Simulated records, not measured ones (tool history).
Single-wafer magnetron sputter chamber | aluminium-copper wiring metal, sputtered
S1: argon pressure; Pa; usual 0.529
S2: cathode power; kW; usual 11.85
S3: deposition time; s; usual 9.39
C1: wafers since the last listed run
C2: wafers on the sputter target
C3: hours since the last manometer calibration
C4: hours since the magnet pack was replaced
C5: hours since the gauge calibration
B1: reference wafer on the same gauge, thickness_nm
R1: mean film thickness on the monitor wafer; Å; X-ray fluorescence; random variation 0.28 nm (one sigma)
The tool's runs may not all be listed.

run   hour     S1     S2     S3   C1    C2      C3      C4     C5       B1       R1
  1      0  0.529  13.45   9.92    0   998  2593.3  8176.9   41.4  185.953  2136.18
  2     14  0.529  13.45   9.92  297  1296  2607.3  8190.9   55.4  186.167  2134.28
  3   24.1  0.529  13.45   9.92  214  1510  2617.4    8201   65.5  186.004  2131.78
  4   37.1  0.676  11.85   8.57  275  1786  2630.4    8214   78.5  186.018  1489.53
  5   46.6  0.676  11.85   8.57  201  1987  2639.9  8223.5     88  186.051   1487.7
  6   53.9  0.529  11.85   9.39  154  2142  2647.2  8230.8   95.3  186.125  1781.33
  7     69  0.529  11.85   9.39  320  2463  2662.3  8245.9  110.4  185.978  1776.94
  8    103  0.529  11.85   9.39  721  3185  2696.3  8279.9  144.4  185.946  1771.44
     111.9  -- capacitance manometer re-zeroed and calibrated
  9  112.4  0.529  11.85   9.94   29  3214     0.5  8289.3  153.8  186.105  1972.77
 10  124.4  0.529   12.8   9.39  254  3469    12.5  8301.3  165.8  185.953  2007.38
     144.6  -- sputter target and shields replaced
 11  145.1  0.529  11.85   9.39  269    10    33.2    8322  186.5   186.01  1878.94
 12  149.6  0.529  11.85   9.39   95   105    37.7  8326.5    191  186.014  1878.08
 13  166.3  0.529  11.85  10.79  354   460    54.4  8343.2  207.7  186.036  2150.07
 14  173.5  0.529  11.85  10.79  152   612    61.6  8350.4  214.9  186.087  2151.02
     175.5  -- gauge calibrated
 15  180.1  0.529  11.85   9.39  140   752    68.2    8357    4.6  186.068  1874.27
     197.9  -- magnet pack replaced
 16  198.4  0.529  11.85   9.39  218   971    86.5     0.5   22.9  186.082  1867.26
 17  204.5  0.529  11.85   9.39  129  1101    92.6     6.6     29  186.095  1868.23
 18  215.1  0.659  10.75   9.39  224  1326   103.2    17.2   39.6  186.048  1589.52
 19  231.9  0.529  11.85   9.39  356  1682     120      34   56.4  185.915     1865
 20  247.7  0.641   13.5  11.26  335  2018   135.8    49.8   72.2  185.986  2384.46
 21  262.9  0.356  11.85    8.7  322  2340     151      65   87.4  186.073  1897.98
 22  276.3  0.443   8.95   8.74  284  2625   164.4    78.4  100.8  185.983   1386.1
 23  288.2  0.449   10.4  10.87  252  2877   176.3    90.3  112.7  185.926  1980.53
 24  298.4  0.457  11.85  10.15  216  3094   186.5   100.5  122.9  185.988  2087.94
 25    310  0.653   13.3   9.39  246  3340   198.1   112.1  134.5  185.991  1950.07
 26  326.6  0.529  11.85   9.39  352  3692   214.7   128.7  151.1  186.011  1864.65
     343.9  -- sputter target and shields replaced
 27  344.4  0.529  14.05   9.39  208    11   232.5   146.5  168.9  186.091  2211.58
 28  347.7  0.613  11.85  11.01   70    81   235.8   149.8  172.2    185.9   2099.7
 29  364.5  0.334   9.75    8.6  356   438   252.6   166.6    189  186.045  1582.84

Forecast each of these 4 alternatives for the next run:
  A  364.9  0.362  11.85  9.39   8  446  253  167  189.4   ?   ?
  B  364.9  0.583  11.85  9.39   8  446  253  167  189.4   ?   ?
  C  364.9  0.529   9.45  9.39   8  446  253  167  189.4   ?   ?
  D  364.9  0.529  11.85  8.61   8  446  253  167  189.4   ?   ?

run       B1       R1
  A  186.015  2050.38
  B  186.015  1820.23
  C  186.015  1506.58
  D  186.015  1717.41
Without the tool's hidden state the same runs would have given:
run       R1
  A  2063.53
  B  1832.34
  C  1516.52
  D  1728.74

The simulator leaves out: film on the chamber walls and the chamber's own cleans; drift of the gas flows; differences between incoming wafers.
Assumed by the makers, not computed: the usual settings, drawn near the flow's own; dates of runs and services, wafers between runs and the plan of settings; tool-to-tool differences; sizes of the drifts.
